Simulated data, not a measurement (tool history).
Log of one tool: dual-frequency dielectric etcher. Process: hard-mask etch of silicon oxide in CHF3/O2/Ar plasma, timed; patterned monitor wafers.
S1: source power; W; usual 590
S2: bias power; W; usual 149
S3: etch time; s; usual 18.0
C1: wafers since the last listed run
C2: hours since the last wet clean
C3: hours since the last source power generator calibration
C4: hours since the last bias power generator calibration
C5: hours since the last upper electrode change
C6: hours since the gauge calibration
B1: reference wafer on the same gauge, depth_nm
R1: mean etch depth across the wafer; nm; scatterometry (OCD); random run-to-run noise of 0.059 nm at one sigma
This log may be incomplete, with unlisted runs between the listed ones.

run	hour	S1	S2	S3	C1	C2	C3	C4	C5	C6	B1	R1
1	0.0	590	149	21.5	0	177.3	1798.6	4472.7	1994.4	80.7	27.01	35.47
2	14.4	590	149	18.0	289	191.7	1813.0	4487.1	2008.8	95.1	27.00	29.76
3	32.3	640	134	18.0	359	209.6	1830.9	4505.0	2026.7	113.0	26.99	29.62
4	48.5	480	149	18.0	325	225.8	1847.1	4521.2	2042.9	129.2	26.98	27.27
5	66.0	480	149	18.0	351	243.3	1864.6	4538.7	2060.4	146.7	27.00	27.28
6	75.6	480	149	18.0	192	252.9	1874.2	4548.3	2070.0	156.3	26.99	27.42
7	91.0	590	149	18.0	309	268.3	1889.6	4563.7	2085.4	171.7	26.99	29.86
8	99.6	590	149	18.0	172	276.9	1898.2	4572.3	2094.0	180.3	26.99	29.76
9	108.8	590	149	18.0	184	286.1	1907.4	4581.5	2103.2	189.5	27.00	29.80
10	115.9	700	149	14.0	142	293.2	1914.5	4588.6	2110.3	196.6	26.98	24.89
# hour 152.4: upper electrode replaced
11	152.9	590	149	18.0	261	330.2	1951.5	4625.6	0.5	233.6	27.00	29.92
12	160.9	640	138	15.5	160	338.2	1959.5	4633.6	8.5	241.6	26.99	25.84
# hour 175.2: source power generator calibrated
13	178.7	440	138	19.5	277	356.0	3.5	4651.4	26.3	259.4	26.99	27.86
# hour 200.6: gauge calibrated
# hour 202.7: bias power generator calibrated
14	209.7	590	119	18.0	542	387.0	34.5	7.0	57.3	9.1	27.01	27.59
# hour 235.9: wet clean of the chamber
15	236.4	480	186	21.0	54	0.5	61.2	33.7	84.0	35.8	26.98	34.33
16	236.7	590	149	18.0	6	0.8	61.5	34.0	84.3	36.1	27.00	29.48
17	246.1	540	149	18.0	188	10.2	70.9	43.4	93.7	45.5	27.00	28.39
18	297.8	500	180	23.0	1038	61.9	122.6	95.1	145.4	97.2	26.99	37.85

Each row is a separate what-if for the run after 18, all from the same tool condition, not one after another. Results?
A	298.2	590	120	18.0	8	62.3	123.0	95.5	145.8	97.6	?	?
B	298.2	590	160	14.5	8	62.3	123.0	95.5	145.8	97.6	?	?
C	298.2	590	149	13.5	8	62.3	123.0	95.5	145.8	97.6	?	?
D	298.2	730	164	18.0	8	62.3	123.0	95.5	145.8	97.6	?	?

run	B1	R1
A	26.99	27.18
B	26.99	24.40
C	26.99	22.11
D	26.99	33.37
The same runs, with their run-to-run variation unchanged, on a tool lacking any hidden condition would have given:
run	R1
A	27.08
B	24.31
C	22.03
D	33.24
